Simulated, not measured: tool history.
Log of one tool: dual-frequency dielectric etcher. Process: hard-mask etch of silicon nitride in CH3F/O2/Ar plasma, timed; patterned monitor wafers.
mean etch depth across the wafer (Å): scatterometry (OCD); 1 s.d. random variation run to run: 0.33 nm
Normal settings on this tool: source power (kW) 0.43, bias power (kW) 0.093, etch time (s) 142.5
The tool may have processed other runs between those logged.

run     day  source power (kW)  bias power (kW)  etch time (s)  wafers since the last listed run  hours since the last wet clean  hours since the last source power generator calibration  hours since the last bias power generator calibration  hours since the last upper electrode change  hours since the gauge calibration  read-back reference wafer on the same gauge, depth_nm  mean etch depth across the wafer (Å)
  1       0               0.36            0.093          142.5                                 0                           160.6                                                   3438.3                                                 3154.7                                       5001.8                              208.3                                                  113.2                                   936
  2   1.421               0.36            0.093          142.5                               408                           194.7                                                   3472.4                                                 3188.8                                       5035.9                              242.4                                                  113.1                                   935
  3   1.962               0.36            0.093          142.5                               155                           207.7                                                   3485.4                                                 3201.8                                       5048.9                              255.4                                                  113.1                                   931
  4   2.625               0.43            0.079          142.5                               190                           223.6                                                   3501.3                                                 3217.7                                       5064.8                              271.3                                                    113                                   911
  5   3.983               0.43            0.079          142.5                               390                           256.2                                                   3533.9                                                 3250.3                                       5097.4                              303.9                                                  113.1                                   908
  6   4.875               0.43            0.093          142.5                               256                           277.6                                                   3555.3                                                 3271.7                                       5118.8                              325.3                                                  113.1                                   972
  7   5.667               0.43            0.093          142.5                               227                           296.6                                                   3574.3                                                 3290.7                                       5137.8                              344.3                                                  112.9                                   974
  8   6.621               0.43            0.093          142.5                               274                           319.5                                                   3597.2                                                 3313.6                                       5160.7                              367.2                                                    113                                   972
  9   7.125               0.43            0.093          142.5                               144                           331.6                                                   3609.3                                                 3325.7                                       5172.8                              379.3                                                    113                                   970
 10   7.875               0.43            0.093          142.5                               215                           349.6                                                   3627.3                                                 3343.7                                       5190.8                              397.3                                                    113                                   964
      9.417  -- wet clean of the chamber
 11   9.438               0.43            0.093          142.5                               161                             0.5                                                   3664.8                                                 3381.2                                       5228.3                              434.8                                                  113.1                                   997
 12  10.379               0.37            0.093          142.5                               270                            23.1                                                   3687.4                                                 3403.8                                       5250.9                              457.4                                                  113.2                                   956
 13  11.421               0.54            0.093            124                               299                            48.1                                                   3712.4                                                 3428.8                                       5275.9                              482.4                                                    113                                   928
 14  11.988               0.43            0.076          142.5                               162                            61.7                                                     3726                                                 3442.4                                       5289.5                                496                                                  112.9                                   911
       13.5  -- upper electrode replaced
     13.579  -- bias power generator calibrated
 15    13.6               0.43            0.111            116                               152                           100.4                                                   3764.7                                                    0.5                                          2.4                              534.7                                                    113                                   873
 16  14.446               0.46            0.102          123.5                               242                           120.7                                                     3785                                                   20.8                                         22.7                                555                                                  113.1                                   906
       14.8  -- gauge calibrated
     15.017  -- source power generator calibrated
 17  15.612               0.43            0.093          109.5                               287                           148.7                                                     14.3                                                   48.8                                         50.7                               19.5                                                    113                                   758
 18  16.288               0.43            0.093          142.5                               193                           164.9                                                     30.5                                                     65                                         66.9                               35.7                                                  112.9                                   983
 19  17.667               0.46            0.086          117.5                               396                             198                                                     63.6                                                   98.1                                          100                               68.8                                                    113                                   797
 20  18.496               0.52            0.084          162.5                               238                           217.9                                                     83.5                                                    118                                        119.9                               88.7                                                  113.1                                  1125
 21  19.821               0.36            0.093          142.5                               380                           249.7                                                    115.3                                                  149.8                                        151.7                              120.5                                                  112.9                                   929
 22    20.6               0.43            0.086          142.5                               223                           268.4                                                      134                                                  168.5                                        170.4                              139.2                                                    113                                   940

4 ways to go on from here, each from the tool as it stands after run 22. What would each give?
  A  20.621               0.43            0.093          142.5                                 5                           268.9                                                    134.5                                                    169                                        170.9                              139.7                                                      ?                                     ?
  B  20.621               0.49            0.093          142.5                                 5                           268.9                                                    134.5                                                    169                                        170.9                              139.7                                                      ?                                     ?
  C  20.621               0.47            0.109          142.5                                 5                           268.9                                                    134.5                                                    169                                        170.9                              139.7                                                      ?                                     ?
  D  20.621               0.38            0.081            180                                 5                           268.9                                                    134.5                                                    169                                        170.9                              139.7                                                      ?                                     ?

run  read-back reference wafer on the same gauge, depth_nm  mean etch depth across the wafer (Å)
  A                                                    113                                   975
  B                                                    113                                  1014
  C                                                    113                                  1074
  D                                                    113                                  1117
The same runs, with their run-to-run variation unchanged, on a tool lacking any hidden condition would have given:
run  mean etch depth across the wafer (Å)
  A                                  1006
  B                                  1046
  C                                  1107
  D                                  1152
